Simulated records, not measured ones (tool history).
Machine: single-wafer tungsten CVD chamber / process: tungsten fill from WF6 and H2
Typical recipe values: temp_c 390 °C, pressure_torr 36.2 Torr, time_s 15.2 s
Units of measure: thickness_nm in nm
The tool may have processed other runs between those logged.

run	day	temp_c	pressure_torr	time_s	read-back reference wafer on the same gauge, thickness_nm	thickness_nm
1	0	390	30.6	13.5	37.756	34.034
2	2.775	390	36.2	15.2	37.713	41.374
3	4.883	390	36.2	15.2	37.726	41.689
4	6.629	390	36.2	15.2	37.672	41.546
5	8.542	390	36.2	15.2	37.714	41.424
6	9.617	390	36.2	15.2	37.679	41.256
7	11.004	390	36.2	15.2	37.658	41.445
8	13.825	390	36.2	15.2	37.651	41.351
9	16.012	390	36.2	15.2	37.673	41.164
10	17.683	390	36.2	15.2	37.689	41.376
11	20.092	390	36.2	15.2	37.753	40.991
12	21.871	396	36.2	15.2	37.701	45.541
# day 22.725: thermocouple changed; heater temperature recalibrated
13	24.746	396	36.2	15.2	37.688	45.476
14	27.188	390	36.2	17	37.574	45.453
# day 27.204: gauge calibrated
15	30.183	390	36.2	12.5	37.671	32.792
16	31.404	377	36.2	15.2	37.667	32.307
17	32.875	376	43.2	14	37.733	31.602
# day 33.675: capacitance manometer re-zeroed and calibrated
18	34.296	405	36.2	17.7	37.694	62.733
# day 35.088: showerhead replaced
19	35.717	382	31.4	13.4	37.682	30.269
20	38.362	399	32.3	13.1	37.743	39.673
21	40.521	396	44.7	16.3	37.598	54.803
22	42.842	375	42.6	13.2	37.749	30.436
23	45.196	390	44.9	15.2	37.677	46.288
24	47.071	390	36.2	15.2	37.788	41.7
25	48.925	394	36.2	13.2	37.83	39.228
26	50.879	390	36.2	15.2	37.736	41.809

Here are 4 independent what-if runs from the current tool condition. What would each one return?
A	50.896	390	36.2	15.2	?	?
B	50.896	390	36.2	13.7	?	?
C	50.896	390	43.5	15.2	?	?
D	50.896	405	44.1	13.7	?	?

run	read-back reference wafer on the same gauge, thickness_nm	thickness_nm
A	37.641	42.013
B	37.641	37.85
C	37.641	45.855
D	37.641	53.12
With the hidden condition removed and each run's random variation left untouched, the same runs would have given:
run	thickness_nm
A	42.139
B	37.963
C	45.989
D	53.275
